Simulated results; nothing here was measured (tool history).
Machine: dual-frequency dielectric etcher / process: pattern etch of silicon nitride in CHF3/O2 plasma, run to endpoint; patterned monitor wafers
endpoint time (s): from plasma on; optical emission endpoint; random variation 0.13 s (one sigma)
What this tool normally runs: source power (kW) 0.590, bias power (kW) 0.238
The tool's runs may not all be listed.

run	day	source power (kW)	bias power (kW)	wafers since the last listed run	hours since the last wet clean	hours since the last source power generator calibration	hours since the last bias power generator calibration	hours since the last upper electrode change	incoming incoming film thickness, nm	endpoint time (s)
1	0.000	0.670	0.257	0	117.0	3011.1	1649.0	3969.4	66.2	35.9
2	1.512	0.670	0.257	438	153.3	3047.4	1685.3	4005.7	66.5	35.9
3	2.521	0.670	0.257	292	177.5	3071.6	1709.5	4029.9	65.7	35.7
4	7.867	0.590	0.238	1549	305.8	3199.9	1837.8	4158.2	66.3	40.0
5	10.433	0.590	0.238	744	367.4	3261.5	1899.4	4219.8	66.4	40.1
6	11.917	0.590	0.238	429	403.0	3297.1	1935.0	4255.4	66.1	39.9
# day 14.404: wet clean of the chamber
7	14.425	0.590	0.238	437	0.5	3357.3	1995.2	4315.6	66.5	41.3
8	15.892	0.590	0.238	425	35.7	3392.5	2030.4	4350.8	66.9	41.5
9	18.096	0.670	0.238	638	88.6	3445.4	2083.3	4403.7	66.1	38.8
# day 20.642: upper electrode replaced
10	20.725	0.670	0.238	472	151.7	3508.5	2146.4	2.0	66.3	39.1
11	22.629	0.590	0.238	551	197.4	3554.2	2192.1	47.7	66.2	41.6
12	25.400	0.590	0.238	803	263.9	3620.7	2258.6	114.2	66.1	41.7
13	26.575	0.470	0.290	340	292.1	3648.9	2286.8	142.4	67.3	43.0
14	27.950	0.590	0.238	398	325.1	3681.9	2319.8	175.4	66.8	42.1
# day 29.212: wet clean of the chamber, repeated, since the last time left the tool worse
15	30.433	0.590	0.238	429	29.3	3741.5	2379.4	235.0	66.1	38.9
# day 30.762: source power generator calibrated
16	33.383	0.440	0.206	806	100.1	62.9	2450.2	305.8	67.2	49.6
17	34.950	0.590	0.238	454	137.7	100.5	2487.8	343.4	66.3	39.3
18	40.358	0.450	0.188	1567	267.5	230.3	2617.6	473.2	66.7	51.3
# day 42.408: bias power generator calibrated
19	42.429	0.590	0.238	551	317.2	280.0	0.5	522.9	66.8	39.7
20	47.488	0.590	0.238	1466	438.6	401.4	121.9	644.3	66.0	39.5
21	49.267	0.540	0.286	515	481.3	444.1	164.6	687.0	66.8	38.4
22	52.146	0.440	0.297	834	550.4	513.2	233.7	756.1	66.4	41.4
# day 54.146: wet clean of the chamber
23	59.250	0.740	0.201	1769	122.5	683.7	404.2	926.6	67.4	39.2
24	61.333	0.540	0.258	603	172.5	733.7	454.2	976.6	66.4	39.5
25	64.004	0.450	0.258	774	236.6	797.8	518.3	1040.7	66.6	43.7

For some of the steps in endpoint time (s) from one run to the next: how much would appear even if the tool had no hidden state, given the settings, what came in and random variation, and how much remains for the hidden state plus any gauge scatter that the measured result and the result without hidden state don't share?
What the log doesn't record here: etch rate over this chamber's usual, %; source power that arrives over what is set, %; bias power that arrives over what is set, %.
Run 6 -> 7: wet clean of the chamber. endpoint time (s) +1.4: hidden state +1.1, all else +0.3.
Run 14 -> 15: wet clean of the chamber, repeated, since the last time left the tool worse. endpoint time (s) -3.2: hidden state -2.8, all else -0.4.
Run 17 -> 18: source power (kW) 0.590 -> 0.450, bias power (kW) 0.238 -> 0.188. endpoint time (s) +12.0: hidden state +0.4, all else +11.6.
Run 18 -> 19: source power (kW) 0.450 -> 0.590, bias power (kW) 0.188 -> 0.238, bias power generator calibrated. endpoint time (s) -11.6: hidden state -0.1, all else -11.5.
